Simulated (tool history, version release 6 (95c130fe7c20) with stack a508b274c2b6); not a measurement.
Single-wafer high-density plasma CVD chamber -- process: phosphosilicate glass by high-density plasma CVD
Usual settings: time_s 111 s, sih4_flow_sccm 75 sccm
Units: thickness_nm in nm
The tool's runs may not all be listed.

run	hour	time_s	sih4_flow_sccm	read-back reference wafer on the same gauge, thickness_nm	thickness_nm
1	0	111	81	793.226	892.047
2	9.3	111	84	792.73	925.94
3	18.6	111	75	792.925	826.176
4	28.9	111	75	793.041	824.846
5	41.6	111	75	793.25	826.191
6	79.9	111	75	792.888	824.252
7	89.7	111	75	792.893	822.882
8	98.1	111	75	793.224	825.91
9	112.9	111	75	793.168	826.291
10	130.2	111	75	793.078	824.118
11	146.5	111	75	792.793	823.666
12	152.6	111	75	793.051	826.123
13	171.5	111	75	793.269	826.387
# hour 186.3: silane flow controller replaced
14	188	92	70	792.866	675.302
15	201.5	111	75	793.056	871.638
16	216	125	82	792.874	1073.978
17	231.5	102	89	792.948	948.232
# hour 240.5: gauge calibrated
18	245.2	128	75	793.344	1000.835
19	261.9	111	80	793.103	926.191
20	269.9	130	65	792.639	878.585
21	284.2	111	64	793.253	737.315
22	294.3	124	75	793.006	968.19
23	312.3	95	84	792.847	825.477

Alternative continuations, all from the tool just after run 23; predict every row:
A	312.7	111	75	?	?
B	312.7	117	83	?	?
C	312.7	93	82	?	?
D	312.7	122	68	?	?
E	312.7	129	84	?	?

run	read-back reference wafer on the same gauge, thickness_nm	thickness_nm
A	792.931	861.696
B	792.931	1005.157
C	792.931	789.345
D	792.931	858.695
E	792.931	1121.603
Without the tool's hidden state the same runs would have given:
run	thickness_nm
A	876.295
B	1022.186
C	802.718
D	873.242
E	1140.604
